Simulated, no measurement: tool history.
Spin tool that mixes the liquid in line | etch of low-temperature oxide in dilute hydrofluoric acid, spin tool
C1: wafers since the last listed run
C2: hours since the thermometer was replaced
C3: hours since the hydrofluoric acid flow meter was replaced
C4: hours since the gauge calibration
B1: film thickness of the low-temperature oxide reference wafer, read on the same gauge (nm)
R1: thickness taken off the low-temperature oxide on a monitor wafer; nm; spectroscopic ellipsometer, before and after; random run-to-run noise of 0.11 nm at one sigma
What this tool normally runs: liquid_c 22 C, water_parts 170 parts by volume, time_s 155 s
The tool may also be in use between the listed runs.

Run 1, hour 0: usual settings but liquid_c 24.5 C; C1 0; C2 1560.1; C3 1762.4; C4 539.1; B1 129.97. Result: R1 19.23 nm.
Run 2, hour 65.1: usual settings but liquid_c 18.5 C; C1 346; C2 1625.2; C3 1827.5; C4 604.2; B1 130. Result: R1 15.61 nm.
Run 3, hour 94.2: usual settings but liquid_c 18.5 C; C1 154; C2 1654.3; C3 1856.6; C4 633.3; B1 129.95. Result: R1 15.21 nm.
Run 4, hour 127.4: usual settings but liquid_c 18.5 C; C1 176; C2 1687.5; C3 1889.8; C4 666.5; B1 129.98. Result: R1 15.32 nm.
Run 5, hour 178.9: usual settings; C1 273; C2 1739; C3 1941.3; C4 718; B1 129.99. Result: R1 17.73 nm.
Run 6, hour 231.9: usual settings but liquid_c 19.5 C, time_s 125 s; C1 281; C2 1792; C3 1994.3; C4 771; B1 129.97. Result: R1 12.88 nm.
Run 7, hour 276.4: usual settings; C1 236; C2 1836.5; C3 2038.8; C4 815.5; B1 129.95. Result: R1 17.76 nm.
At hour 292: gauge calibrated.
Run 8, hour 304.4: usual settings but liquid_c 25 C, water_parts 90 parts by volume, time_s 105 s; C1 148; C2 1864.5; C3 2066.8; C4 12.4; B1 129.99. Result: R1 27.8 nm.
Run 9, hour 355.7: usual settings but liquid_c 18.5 C, water_parts 220 parts by volume, time_s 190 s; C1 272; C2 1915.8; C3 2118.1; C4 63.7; B1 129.95. Result: R1 14.01 nm.
At hour 417.4: hydrofluoric acid flow meter replaced.
Run 10, hour 417.9: usual settings but liquid_c 23.5 C, water_parts 140 parts by volume, time_s 195 s; C1 325; C2 1978; C3 0.5; C4 125.9; B1 129.99. Result: R1 26.11 nm.
At hour 433.6: thermometer replaced.
Run 11, hour 456.5: usual settings; C1 199; C2 22.9; C3 39.1; C4 164.5; B1 130.02. Result: R1 17.16 nm.
Run 12, hour 525: usual settings but water_parts 110 parts by volume; C1 364; C2 91.4; C3 107.6; C4 233; B1 130. Result: R1 28.42 nm.
Run 13, hour 560.4: usual settings but liquid_c 23.5 C, water_parts 140 parts by volume, time_s 195 s; C1 188; C2 126.8; C3 143; C4 268.4; B1 130.02. Result: R1 28.8 nm.
Run 14, hour 600.9: usual settings but liquid_c 19.5 C, water_parts 230 parts by volume, time_s 105 s; C1 215; C2 167.3; C3 183.5; C4 308.9; B1 130.01. Result: R1 7.34 nm.
Run 15, hour 670.9: usual settings but water_parts 120 parts by volume, time_s 110 s; C1 372; C2 237.3; C3 253.5; C4 378.9; B1 130.01. Result: R1 18.38 nm.

Predict each of these 4 candidate next runs independently; none follows another, all start after run 15:
Run A, hour 671.4: usual settings but water_parts 135 parts by volume; C1 2; C2 237.8; C3 254; C4 379.4; B1 ?. Result: R1 ?.
Run B, hour 671.4: usual settings but time_s 80 s; C1 2; C2 237.8; C3 254; C4 379.4; B1 ?. Result: R1 ?.
Run C, hour 671.4: usual settings but liquid_c 20.5 C, water_parts 245 parts by volume, time_s 225 s; C1 2; C2 237.8; C3 254; C4 379.4; B1 ?. Result: R1 ?.
Run D, hour 671.4: usual settings but liquid_c 18 C; C1 2; C2 237.8; C3 254; C4 379.4; B1 ?. Result: R1 ?.

run      B1     R1
  A  130.02  22.38
  B  130.02   8.84
  C  130.02  15.15
  D  130.02  14.62
Without the tool's unlogged condition, the same runs would have read:
run     R1
  A  21.86
  B   8.63
  C  14.75
  D  14.28
